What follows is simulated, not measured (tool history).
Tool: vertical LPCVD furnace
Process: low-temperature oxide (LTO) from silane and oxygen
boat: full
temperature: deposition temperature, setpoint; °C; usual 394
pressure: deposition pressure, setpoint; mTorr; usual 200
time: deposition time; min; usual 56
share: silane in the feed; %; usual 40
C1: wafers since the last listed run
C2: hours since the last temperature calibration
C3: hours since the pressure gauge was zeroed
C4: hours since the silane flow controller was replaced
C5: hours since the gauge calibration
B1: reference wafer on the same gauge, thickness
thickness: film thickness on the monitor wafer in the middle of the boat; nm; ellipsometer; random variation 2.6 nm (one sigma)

{"run": 1, "day": 0.0, "temperature": 394, "pressure": 200, "time": 70, "share": 40, "C1": 0, "C2": 4186.8, "C3": 3602.5, "C4": 5506.6, "C5": 15.8, "B1": 464.59, "thickness": 656.71}
{"run": 2, "day": 3.583, "temperature": 394, "pressure": 200, "time": 56, "share": 40, "C1": 1492, "C2": 4272.8, "C3": 3688.5, "C4": 5592.6, "C5": 101.8, "B1": 465.27, "thickness": 526.76}
{"day": 7.921, "done": "pressure gauge zeroed"}
{"run": 3, "day": 7.942, "temperature": 394, "pressure": 200, "time": 56, "share": 40, "C1": 1398, "C2": 4377.4, "C3": 0.5, "C4": 5697.2, "C5": 206.4, "B1": 464.67, "thickness": 509.26}
{"run": 4, "day": 11.358, "temperature": 394, "pressure": 200, "time": 56, "share": 40, "C1": 1423, "C2": 4459.4, "C3": 82.5, "C4": 5779.2, "C5": 288.4, "B1": 465.13, "thickness": 505.72}
{"day": 17.038, "done": "silane flow controller replaced"}
{"run": 5, "day": 19.721, "temperature": 394, "pressure": 200, "time": 56, "share": 40, "C1": 3066, "C2": 4660.1, "C3": 283.2, "C4": 64.4, "C5": 489.1, "B1": 464.81, "thickness": 506.5}
{"run": 6, "day": 22.633, "temperature": 394, "pressure": 200, "time": 56, "share": 40, "C1": 1213, "C2": 4730, "C3": 353.1, "C4": 134.3, "C5": 559, "B1": 463.66, "thickness": 514.14}
{"run": 7, "day": 25.242, "temperature": 394, "pressure": 200, "time": 56, "share": 40, "C1": 1086, "C2": 4792.6, "C3": 415.7, "C4": 196.9, "C5": 621.6, "B1": 464.7, "thickness": 511.83}
{"day": 26.242, "done": "thermocouples replaced and temperature profile calibrated"}
{"run": 8, "day": 28.042, "temperature": 400, "pressure": 170, "time": 56, "share": 45, "C1": 749, "C2": 43.2, "C3": 482.9, "C4": 264.1, "C5": 688.8, "B1": 464.89, "thickness": 530.11}
{"run": 9, "day": 31.954, "temperature": 394, "pressure": 200, "time": 69, "share": 40, "C1": 1629, "C2": 137.1, "C3": 576.8, "C4": 358, "C5": 782.7, "B1": 464.5, "thickness": 632.28}
{"run": 10, "day": 35.583, "temperature": 394, "pressure": 200, "time": 56, "share": 34, "C1": 1511, "C2": 224.2, "C3": 663.9, "C4": 445.1, "C5": 869.8, "B1": 464.23, "thickness": 408.78}
{"run": 11, "day": 37.262, "temperature": 398, "pressure": 220, "time": 56, "share": 40, "C1": 699, "C2": 264.5, "C3": 704.2, "C4": 485.4, "C5": 910.1, "B1": 464.93, "thickness": 589.36}
{"run": 12, "day": 40.462, "temperature": 387, "pressure": 245, "time": 35.5, "share": 40, "C1": 1332, "C2": 341.3, "C3": 781, "C4": 562.2, "C5": 986.9, "B1": 465.17, "thickness": 367.45}
{"run": 13, "day": 42.525, "temperature": 394, "pressure": 225, "time": 56, "share": 37, "C1": 859, "C2": 390.8, "C3": 830.5, "C4": 611.7, "C5": 1036.4, "B1": 465.83, "thickness": 527.03}
{"run": 14, "day": 51.858, "temperature": 382, "pressure": 235, "time": 56, "share": 34, "C1": 3887, "C2": 614.8, "C3": 1054.5, "C4": 835.7, "C5": 1260.4, "B1": 465.26, "thickness": 421.03}
{"run": 15, "day": 53.971, "temperature": 394, "pressure": 215, "time": 56, "share": 33, "C1": 879, "C2": 665.5, "C3": 1105.2, "C4": 886.4, "C5": 1311.1, "B1": 464.74, "thickness": 429.62}
{"run": 16, "day": 56.275, "temperature": 388, "pressure": 200, "time": 42.5, "share": 40, "C1": 959, "C2": 720.8, "C3": 1160.5, "C4": 941.7, "C5": 1366.4, "B1": 464.51, "thickness": 364.89}
{"run": 17, "day": 60.483, "temperature": 394, "pressure": 200, "time": 56, "share": 40, "C1": 1752, "C2": 821.8, "C3": 1261.5, "C4": 1042.7, "C5": 1467.4, "B1": 464.88, "thickness": 518.74}
{"run": 18, "day": 64.946, "temperature": 389, "pressure": 235, "time": 56, "share": 42, "C1": 1858, "C2": 928.9, "C3": 1368.6, "C4": 1149.8, "C5": 1574.5, "B1": 465.02, "thickness": 609.27}
{"run": 19, "day": 66.967, "temperature": 394, "pressure": 200, "time": 56, "share": 40, "C1": 841, "C2": 977.4, "C3": 1417.1, "C4": 1198.3, "C5": 1623, "B1": 464.25, "thickness": 517.95}
{"run": 20, "day": 70.667, "temperature": 394, "pressure": 225, "time": 56, "share": 40, "C1": 1541, "C2": 1066.2, "C3": 1505.9, "C4": 1287.1, "C5": 1711.8, "B1": 464.88, "thickness": 579.11}
{"run": 21, "day": 74.796, "temperature": 386, "pressure": 200, "time": 56, "share": 32, "C1": 1719, "C2": 1165.3, "C3": 1605, "C4": 1386.2, "C5": 1810.9, "B1": 465.07, "thickness": 349.53}
{"run": 22, "day": 78.729, "temperature": 405, "pressure": 220, "time": 64.5, "share": 36, "C1": 1638, "C2": 1259.7, "C3": 1699.4, "C4": 1480.6, "C5": 1905.3, "B1": 465.25, "thickness": 648.42}
{"run": 23, "day": 80.483, "temperature": 394, "pressure": 170, "time": 56, "share": 40, "C1": 730, "C2": 1301.8, "C3": 1741.5, "C4": 1522.7, "C5": 1947.4, "B1": 464.44, "thickness": 441.25}
{"run": 24, "day": 83.629, "temperature": 404, "pressure": 200, "time": 62, "share": 36, "C1": 1310, "C2": 1377.3, "C3": 1817, "C4": 1598.2, "C5": 2022.9, "B1": 464.06, "thickness": 562.59}
{"run": 25, "day": 85.488, "temperature": 394, "pressure": 200, "time": 49.5, "share": 48, "C1": 774, "C2": 1421.9, "C3": 1861.6, "C4": 1642.8, "C5": 2067.5, "B1": 465.09, "thickness": 557.82}
{"run": 26, "day": 98.183, "temperature": 394, "pressure": 200, "time": 56, "share": 40, "C1": 5288, "C2": 1726.6, "C3": 2166.3, "C4": 1947.5, "C5": 2372.2, "B1": 464.98, "thickness": 528.58}
{"run": 27, "day": 101.262, "temperature": 394, "pressure": 170, "time": 56, "share": 47, "C1": 1282, "C2": 1800.5, "C3": 2240.2, "C4": 2021.4, "C5": 2446.1, "B1": 464.63, "thickness": 531.36}
{"run": 28, "day": 104.425, "temperature": 394, "pressure": 175, "time": 56, "share": 40, "C1": 1317, "C2": 1876.4, "C3": 2316.1, "C4": 2097.3, "C5": 2522, "B1": 464.76, "thickness": 462.59}
{"run": 29, "day": 108.579, "temperature": 404, "pressure": 200, "time": 68, "share": 38, "C1": 1730, "C2": 1976.1, "C3": 2415.8, "C4": 2197, "C5": 2621.7, "B1": 465.75, "thickness": 664.9}
{"run": 30, "day": 111.292, "temperature": 394, "pressure": 200, "time": 56, "share": 40, "C1": 1129, "C2": 2041.2, "C3": 2480.9, "C4": 2262.1, "C5": 2686.8, "B1": 464.45, "thickness": 525.19}

Measured less the same run without the tool's hidden state. The same run-to-run variation is in both; the gauge's scatter may not be:
The hidden state here: true tube temperature minus thermocouple reading, K; true pressure minus gauge reading, mTorr; deviation of the silane flow from its setpoint, %; gauge reads high (%).
run=1 thickness=+29.17
run=2 thickness=+23.95
run=3 thickness=+0.43
run=4 thickness=+0.98
run=5 thickness=+2.33
run=6 thickness=+2.84
run=7 thickness=+3.25
run=8 thickness=+4.5
run=9 thickness=+5.35
run=10 thickness=+3.92
run=11 thickness=+5.43
run=12 thickness=+3.35
run=13 thickness=+5.52
run=14 thickness=+5.27
run=15 thickness=+6.14
run=16 thickness=+5.86
run=17 thickness=+8.99
run=18 thickness=+9.74
run=19 thickness=+10.02
run=20 thickness=+10.56
run=21 thickness=+7.6
run=22 thickness=+13.56
run=23 thickness=+12.14
run=24 thickness=+13.75
run=25 thickness=+13.95
run=26 thickness=+15.25
run=27 thickness=+18.52
run=28 thickness=+16.18
run=29 thickness=+21.26
run=30 thickness=+17.22
